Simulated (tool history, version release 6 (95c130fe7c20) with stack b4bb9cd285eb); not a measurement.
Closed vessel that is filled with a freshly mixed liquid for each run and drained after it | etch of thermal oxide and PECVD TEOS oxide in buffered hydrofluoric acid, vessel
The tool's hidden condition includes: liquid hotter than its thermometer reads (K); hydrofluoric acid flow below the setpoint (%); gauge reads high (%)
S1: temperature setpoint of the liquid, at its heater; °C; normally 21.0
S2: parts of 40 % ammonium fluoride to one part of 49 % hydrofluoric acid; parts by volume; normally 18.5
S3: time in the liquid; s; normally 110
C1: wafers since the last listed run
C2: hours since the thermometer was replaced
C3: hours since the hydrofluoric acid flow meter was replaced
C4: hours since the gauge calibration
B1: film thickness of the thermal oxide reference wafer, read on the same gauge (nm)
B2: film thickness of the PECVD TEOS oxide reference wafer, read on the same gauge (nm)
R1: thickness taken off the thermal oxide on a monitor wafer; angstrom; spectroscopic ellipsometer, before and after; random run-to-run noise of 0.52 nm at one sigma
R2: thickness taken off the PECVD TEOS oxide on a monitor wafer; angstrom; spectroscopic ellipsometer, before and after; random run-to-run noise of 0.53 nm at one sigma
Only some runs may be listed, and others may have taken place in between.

Run 1, hour 0.0: usual settings but S2 16.5 parts by volume; C1 0; C2 1207.7; C3 25.7; C4 44.2; B1 90.60; B2 140.95. Result: R1 686.0 angstrom, R2 1419.3 angstrom.
Run 2, hour 21.9: usual settings but S2 16.5 parts by volume; C1 2749; C2 1229.6; C3 47.6; C4 66.1; B1 90.81; B2 141.24. Result: R1 670.4 angstrom, R2 1418.4 angstrom.
Run 3, hour 49.4: usual settings; C1 3452; C2 1257.1; C3 75.1; C4 93.6; B1 91.04; B2 141.62. Result: R1 601.8 angstrom, R2 1279.6 angstrom.
Run 4, hour 74.6: usual settings; C1 3163; C2 1282.3; C3 100.3; C4 118.8; B1 91.26; B2 142.00. Result: R1 608.6 angstrom, R2 1271.5 angstrom.
Run 5, hour 95.4: usual settings but S1 17.0 °C, S2 15.5 parts by volume, S3 135 s; C1 2611; C2 1303.1; C3 121.1; C4 139.6; B1 91.42; B2 142.23. Result: R1 715.2 angstrom, R2 1480.0 angstrom.
Run 6, hour 118.2: usual settings but S1 17.5 °C, S2 14.0 parts by volume, S3 80 s; C1 2862; C2 1325.9; C3 143.9; C4 162.4; B1 91.59; B2 142.47. Result: R1 481.1 angstrom, R2 1001.3 angstrom.
Run 7, hour 153.3: usual settings but S1 19.0 °C, S2 25.5 parts by volume, S3 140 s; C1 4406; C2 1361.0; C3 179.0; C4 197.5; B1 91.84; B2 142.86. Result: R1 543.2 angstrom, R2 1139.7 angstrom.
Run 8, hour 178.3: usual settings; C1 3138; C2 1386.0; C3 204.0; C4 222.5; B1 92.01; B2 143.11. Result: R1 616.9 angstrom, R2 1276.8 angstrom.
Run 9, hour 195.0: usual settings but S1 17.0 °C; C1 2096; C2 1402.7; C3 220.7; C4 239.2; B1 92.07; B2 143.30. Result: R1 492.1 angstrom, R2 1022.5 angstrom.
Run 10, hour 208.6: usual settings; C1 1707; C2 1416.3; C3 234.3; C4 252.8; B1 92.15; B2 143.38. Result: R1 616.4 angstrom, R2 1285.0 angstrom.
Run 11, hour 239.6: usual settings but S2 23.0 parts by volume, S3 130 s; C1 3891; C2 1447.3; C3 265.3; C4 283.8; B1 92.36; B2 143.67. Result: R1 611.3 angstrom, R2 1274.0 angstrom.
Run 12, hour 253.0: usual settings; C1 1682; C2 1460.7; C3 278.7; C4 297.2; B1 92.46; B2 143.76. Result: R1 619.4 angstrom, R2 1279.6 angstrom.
Run 13, hour 281.3: usual settings but S1 25.5 °C, S3 165 s; C1 3552; C2 1489.0; C3 307.0; C4 325.5; B1 92.54; B2 143.97. Result: R1 1163.0 angstrom, R2 2477.7 angstrom.
Run 14, hour 304.6: usual settings; C1 2924; C2 1512.3; C3 330.3; C4 348.8; B1 92.63; B2 144.16. Result: R1 618.4 angstrom, R2 1277.3 angstrom.
Run 15, hour 327.2: usual settings; C1 2837; C2 1534.9; C3 352.9; C4 371.4; B1 92.75; B2 144.32. Result: R1 610.2 angstrom, R2 1289.9 angstrom.
At hour 347.0: hydrofluoric acid flow meter replaced.
Run 16, hour 348.1: usual settings but S2 22.0 parts by volume, S3 85 s; C1 2498; C2 1555.8; C3 1.1; C4 392.3; B1 92.85; B2 144.41. Result: R1 405.9 angstrom, R2 868.3 angstrom.
Run 17, hour 367.8: usual settings but S2 14.5 parts by volume, S3 50 s; C1 2473; C2 1575.5; C3 20.8; C4 412.0; B1 92.91; B2 144.56. Result: R1 353.5 angstrom, R2 751.2 angstrom.
Run 18, hour 394.5: usual settings but S2 24.5 parts by volume, S3 65 s; C1 3351; C2 1602.2; C3 47.5; C4 438.7; B1 93.00; B2 144.66. Result: R1 290.7 angstrom, R2 614.9 angstrom.
At hour 421.3: thermometer replaced.
Run 19, hour 422.5: usual settings but S1 24.5 °C, S2 20.5 parts by volume, S3 135 s; C1 3389; C2 1.2; C3 75.5; C4 466.7; B1 93.15; B2 144.82. Result: R1 830.2 angstrom, R2 1743.9 angstrom.
Run 20, hour 445.3: usual settings but S3 85 s; C1 2862; C2 24.0; C3 98.3; C4 489.5; B1 93.16; B2 144.91. Result: R1 484.9 angstrom, R2 1003.1 angstrom.
Run 21, hour 466.0: usual settings but S3 70 s; C1 2598; C2 44.7; C3 119.0; C4 510.2; B1 93.26; B2 145.01. Result: R1 393.0 angstrom, R2 827.9 angstrom.
Run 22, hour 552.5: usual settings but S1 19.5 °C, S3 175 s; C1 10858; C2 131.2; C3 205.5; C4 596.7; B1 93.42; B2 145.36. Result: R1 900.2 angstrom, R2 1901.0 angstrom.
Run 23, hour 567.7: usual settings but S1 25.0 °C, S2 11.0 parts by volume, S3 85 s; C1 1908; C2 146.4; C3 220.7; C4 611.9; B1 93.46; B2 145.40. Result: R1 999.9 angstrom, R2 2070.1 angstrom.
Run 24, hour 597.9: usual settings but S1 23.5 °C, S3 135 s; C1 3791; C2 176.6; C3 250.9; C4 642.1; B1 93.52; B2 145.50. Result: R1 871.7 angstrom, R2 1834.6 angstrom.
Run 25, hour 610.3: usual settings but S1 26.0 °C, S2 15.5 parts by volume, S3 135 s; C1 1556; C2 189.0; C3 263.3; C4 654.5; B1 93.56; B2 145.52. Result: R1 1205.9 angstrom, R2 2488.9 angstrom.
Run 26, hour 623.1: usual settings but S1 24.0 °C; C1 1606; C2 201.8; C3 276.1; C4 667.3; B1 93.58; B2 145.58. Result: R1 733.2 angstrom, R2 1522.3 angstrom.
Run 27, hour 655.3: usual settings but S1 22.5 °C, S3 90 s; C1 4042; C2 234.0; C3 308.3; C4 699.5; B1 93.61; B2 145.66. Result: R1 556.5 angstrom, R2 1152.4 angstrom.

Below are 3 alternative next runs, each starting from the tool's condition after run 27. Predict each:
Run A, hour 656.0: usual settings; C1 87; C2 234.7; C3 309.0; C4 700.2; B1 ?; B2 ?. Result: R1 ?, R2 ?.
Run B, hour 656.0: usual settings but S1 24.5 °C, S2 22.5 parts by volume, S3 50 s; C1 87; C2 234.7; C3 309.0; C4 700.2; B1 ?; B2 ?. Result: R1 ?, R2 ?.
Run C, hour 656.0: usual settings but S2 23.5 parts by volume; C1 87; C2 234.7; C3 309.0; C4 700.2; B1 ?; B2 ?. Result: R1 ?, R2 ?.

run     B1      B2     R1      R2
  A  93.62  145.63  625.4  1308.7
  B  93.62  145.63  294.5   616.1
  C  93.62  145.63  518.1  1084.2
Stripped of hidden state, with their random variation kept, the same runs would have yielded:
run     R1      R2
  A  601.2  1257.9
  B  283.0   592.2
  C  498.0  1042.1

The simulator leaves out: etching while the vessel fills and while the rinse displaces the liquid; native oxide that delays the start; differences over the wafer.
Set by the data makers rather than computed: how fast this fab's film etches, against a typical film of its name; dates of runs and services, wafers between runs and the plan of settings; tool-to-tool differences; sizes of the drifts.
